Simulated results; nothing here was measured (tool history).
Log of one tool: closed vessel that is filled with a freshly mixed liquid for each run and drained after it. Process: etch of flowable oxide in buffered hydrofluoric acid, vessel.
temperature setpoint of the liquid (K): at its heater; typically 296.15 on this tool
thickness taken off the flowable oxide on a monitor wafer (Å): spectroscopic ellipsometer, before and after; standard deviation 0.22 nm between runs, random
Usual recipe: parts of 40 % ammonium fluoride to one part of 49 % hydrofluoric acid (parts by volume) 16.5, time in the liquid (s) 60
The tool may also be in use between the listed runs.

run	hour	temperature setpoint of the liquid (K)	parts of 40 % ammonium fluoride to one part of 49 % hydrofluoric acid (parts by volume)	time in the liquid (s)	read-back film thickness of the flowable oxide reference wafer, read on the same gauge (nm)	thickness taken off the flowable oxide on a monitor wafer (Å)
1	0	296.15	16.5	60	59.97	714.4
2	18.7	296.15	16.5	60	60.02	713.1
3	98.2	296.15	16.5	60	59.97	712.9
4	129.2	296.15	16.5	60	60.03	712.7
5	164.8	296.15	16.5	60	60	709.3
6	200.2	296.15	16.5	60	59.99	711.5
7	229.2	296.15	16.5	60	60.04	709
8	264.5	296.15	16.5	60	60	710.7
9	277.2	296.15	16.5	60	59.97	707.7
10	311.1	296.15	16.5	60	60	707.9
11	341.6	296.15	16.5	60	60.02	708.4
12	357	296.15	16.5	80	60.03	948.8
13	386.3	296.15	16.5	80	59.98	944.8
14	399	294.15	11.5	75	60.02	1122.8
15	419.6	296.15	16.5	60	60	706.3
16	450.4	296.15	16.5	60	59.99	706.4
17	477.7	296.15	16.5	60	59.99	703.9
18	503.8	301.15	16.5	60	59.99	921.8
19	533.2	296.15	16.5	60	60.02	705.2
20	568	296.15	16.5	30	60.01	354
21	587.3	293.65	16.5	90	60.02	913.8
22	605	298.15	16.5	60	59.96	810.2
23	644.2	300.65	16.5	60	59.98	927.9
24	670.6	296.15	16.5	60	60.07	722.1
25	703.1	298.65	13.5	60	59.99	1009.1
26	734.9	291.15	16.5	60	60.01	548.6
27	765	297.65	14	30	59.97	458.9
28	780.8	291.65	16.5	60	60	558.7
29	794.6	293.65	16.5	60	60.02	630.5
30	827.8	296.15	11.5	90	60	1538
31	858.4	299.65	16.5	60	60	872.5
32	870.9	296.15	16.5	60	60.03	719.7
33	886.7	296.15	20	60	60.02	596.7

Missing from the log above: 3 entries noted between runs. For each, name the pair of listed runs it sits between and say how the tool's hidden condition differs from the listed run just before to the listed run just after:
From run 5 to run 6: gauge calibrated (hour 171.9)
  liquid colder than its thermometer reads (K): 0.458 -> 0.476
  measured result minus the result with no hidden state, thickness taken off the flowable oxide on a monitor wafer (Å): -18.2 -> -19.1
From run 19 to run 20: hydrofluoric acid flow meter replaced (hour 567.5)
  liquid colder than its thermometer reads (K): 0.646 -> 0.663
  measured result minus the result with no hidden state, thickness taken off the flowable oxide on a monitor wafer (Å): -25.8 -> -13.1
From run 21 to run 22: thermometer replaced (hour 588.6)
  liquid colder than its thermometer reads (K): 0.673 -> 0.112
  measured result minus the result with no hidden state, thickness taken off the flowable oxide on a monitor wafer (Å): -35 -> -4.8
